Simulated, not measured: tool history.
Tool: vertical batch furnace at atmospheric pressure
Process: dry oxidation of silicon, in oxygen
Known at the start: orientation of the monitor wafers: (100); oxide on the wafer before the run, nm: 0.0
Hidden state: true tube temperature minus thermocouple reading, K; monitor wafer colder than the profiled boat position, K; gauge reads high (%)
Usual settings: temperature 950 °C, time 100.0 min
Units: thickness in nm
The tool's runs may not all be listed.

| run | hour | temperature | time | wafers since the last listed run | hours since the last temperature calibration | hours since the boat lift was adjusted | hours since the gauge calibration | read-back reference wafer on the same gauge, thickness | thickness |
|---|---|---|---|---|---|---|---|---|---|
| 1 | 0.0 | 958 | 100.0 | 0 | 1735.0 | 2684.2 | 415.3 | 50.52 | 44.56 |
| 2 | 11.5 | 950 | 100.0 | 79 | 1746.5 | 2695.7 | 426.8 | 50.46 | 41.16 |
| 3 | 38.1 | 950 | 100.0 | 183 | 1773.1 | 2722.3 | 453.4 | 50.48 | 41.24 |
| 4 | 74.1 | 950 | 100.0 | 247 | 1809.1 | 2758.3 | 489.4 | 50.53 | 41.07 |
| 5 | 93.5 | 950 | 100.0 | 133 | 1828.5 | 2777.7 | 508.8 | 50.51 | 40.94 |
| 6 | 107.1 | 969 | 100.0 | 93 | 1842.1 | 2791.3 | 522.4 | 50.47 | 49.03 |
| 7 | 153.9 | 950 | 100.0 | 322 | 1888.9 | 2838.1 | 569.2 | 50.51 | 40.87 |
| 8 | 175.1 | 958 | 114.5 | 145 | 1910.1 | 2859.3 | 590.4 | 50.49 | 48.76 |
| 9 | 192.7 | 941 | 100.0 | 121 | 1927.7 | 2876.9 | 608.0 | 50.52 | 36.92 |
|  | 240.1 | boat lift adjusted |
| 10 | 240.6 | 950 | 100.0 | 164 | 1975.6 | 0.5 | 655.9 | 50.53 | 42.58 |
| 11 | 246.9 | 950 | 100.0 | 43 | 1981.9 | 6.8 | 662.2 | 50.49 | 42.49 |
| 12 | 253.2 | 950 | 100.0 | 43 | 1988.2 | 13.1 | 668.5 | 50.56 | 42.46 |
| 13 | 266.2 | 950 | 100.0 | 89 | 2001.2 | 26.1 | 681.5 | 50.51 | 42.69 |
| 14 | 280.3 | 950 | 80.5 | 97 | 2015.3 | 40.2 | 695.6 | 50.53 | 36.58 |
|  | 283.2 | gauge calibrated |
| 15 | 299.5 | 928 | 118.5 | 132 | 2034.5 | 59.4 | 16.3 | 50.52 | 38.10 |
| 16 | 324.7 | 970 | 122.5 | 173 | 2059.7 | 84.6 | 41.5 | 50.49 | 58.66 |
| 17 | 340.3 | 940 | 119.5 | 107 | 2075.3 | 100.2 | 57.1 | 50.51 | 43.39 |
| 18 | 383.5 | 950 | 51.5 | 297 | 2118.5 | 143.4 | 100.3 | 50.49 | 27.18 |
| 19 | 396.6 | 950 | 100.0 | 90 | 2131.6 | 156.5 | 113.4 | 50.51 | 42.59 |
|  | 428.6 | thermocouples replaced and temperature profile calibrated |
| 20 | 429.1 | 950 | 100.0 | 58 | 0.5 | 189.0 | 145.9 | 50.51 | 42.64 |
| 21 | 435.4 | 970 | 136.0 | 43 | 6.8 | 195.3 | 152.2 | 50.50 | 63.36 |
| 22 | 444.1 | 950 | 100.0 | 59 | 15.5 | 204.0 | 160.9 | 50.54 | 42.61 |
| 23 | 483.3 | 942 | 80.5 | 269 | 54.7 | 243.2 | 200.1 | 50.51 | 33.39 |
| 24 | 560.3 | 926 | 132.5 | 530 | 131.7 | 320.2 | 277.1 | 50.47 | 40.30 |

3 ways to go on from here, each from the tool as it stands after run 24. What would each give?
| A | 566.7 | 950 | 120.0 | 44 | 138.1 | 326.6 | 283.5 | ? | ? |
| B | 566.7 | 928 | 114.5 | 44 | 138.1 | 326.6 | 283.5 | ? | ? |
| C | 566.7 | 969 | 85.0 | 44 | 138.1 | 326.6 | 283.5 | ? | ? |

| run | read-back reference wafer on the same gauge, thickness | thickness |
|---|---|---|
| A | 50.47 | 48.61 |
| B | 50.47 | 37.28 |
| C | 50.47 | 45.32 |
Without the tool's hidden state the same runs would have given:
| run | thickness |
|---|---|
| A | 48.89 |
| B | 37.49 |
| C | 45.51 |
